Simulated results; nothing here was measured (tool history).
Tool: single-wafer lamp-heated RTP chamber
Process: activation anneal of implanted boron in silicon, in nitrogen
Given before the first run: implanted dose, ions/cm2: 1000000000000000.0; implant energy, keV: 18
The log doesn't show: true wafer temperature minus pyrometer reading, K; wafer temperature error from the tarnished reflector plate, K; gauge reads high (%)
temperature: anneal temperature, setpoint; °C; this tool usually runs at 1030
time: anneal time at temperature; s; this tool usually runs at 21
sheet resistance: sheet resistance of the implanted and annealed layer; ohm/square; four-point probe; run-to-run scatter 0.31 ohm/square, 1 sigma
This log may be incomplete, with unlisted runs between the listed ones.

run     day  temperature  time  wafers since the last listed run  wafers since the last pyrometer calibration  wafers since the reflector plate was cleaned  hours since the gauge calibration  read-back reference wafer on the same gauge, sheet resistance  sheet resistance
  1       0         1016    21                                 0                                         1896                                          1260                              814.5                                                         132.42             115.5
  2   3.658         1016    21                              2148                                         4044                                          3409                              902.3                                                          132.3             115.3
      7.704  -- pyrometer window cleaned and pyrometer calibrated
  3   9.292         1016    21                              3112                                          933                                          6522                             1037.5                                                         131.94            115.24
     10.788  -- reflector plate cleaned
  4  12.308         1030    21                              1575                                         2509                                           892                             1109.9                                                         131.84            113.71
  5  14.925         1030    21                              1536                                         4046                                          2429                             1172.7                                                         131.67            113.82
  6  17.771         1030    21                              1671                                         5717                                          4100                               1241                                                         131.51            112.98
     20.154  -- pyrometer window cleaned and pyrometer calibrated
  7  20.867         1030    21                              1622                                          418                                          5723                             1315.3                                                         131.36            113.21
     21.708  -- reflector plate cleaned
  8  24.325         1030    21                              1835                                         2253                                          1535                             1398.3                                                         131.11            113.85
  9  26.667         1030    21                              1375                                         3628                                          2911                             1454.5                                                         131.05            112.93
     27.454  -- gauge calibrated
 10  29.408         1016    21                              1610                                         5239                                          4521                               46.9                                                         133.85            116.59
     31.246  -- pyrometer window cleaned and pyrometer calibrated
 11  31.925         1049     8                              1282                                          398                                          5803                              107.3                                                         133.67            115.23
 12  33.454         1041    21                               898                                         1296                                          6701                                144                                                         133.64            114.69
     34.875  -- reflector plate cleaned
 13  37.788         1041    32                              2349                                         3645                                          1711                                248                                                          133.4            113.85
 14  40.417         1030    21                              1544                                         5189                                          3255                              311.1                                                         133.24            114.98
 15  43.162         1030    10                              1612                                         6802                                          4868                                377                                                          133.1            115.49
     44.758  -- pyrometer window cleaned and pyrometer calibrated
     45.917  -- reflector plate cleaned
 16  46.325         1030    26                              1465                                          723                                           239                              452.9                                                         132.99            113.98
 17  48.312         1057    12                              1167                                         1891                                          1406                              500.6                                                         132.85            113.98
     56.529  -- pyrometer window cleaned and pyrometer calibrated
     58.825  -- reflector plate cleaned
 18  59.962         1055    21                              6450                                         1820                                           667                              780.2                                                         132.14            113.54
 19  63.379         1030    11                              2006                                         3827                                          2673                              862.2                                                         131.97            114.21

Forecast each of these 3 alternatives for the next run:
  A  63.396         1030    33                                 9                                         3837                                          2683                              862.6                                                              ?                 ?
  B  63.396         1054    16                                 9                                         3837                                          2683                              862.6                                                              ?                 ?
  C  63.396         1002    29                                 9                                         3837                                          2683                              862.6                                                              ?                 ?

run  read-back reference wafer on the same gauge, sheet resistance  sheet resistance
  A                                                         132.05            113.02
  B                                                         132.05             112.8
  C                                                         132.05             116.9
With no hidden state in the tool, these same runs would have given:
run  sheet resistance
  A             114.7
  B            114.49
  C            118.65
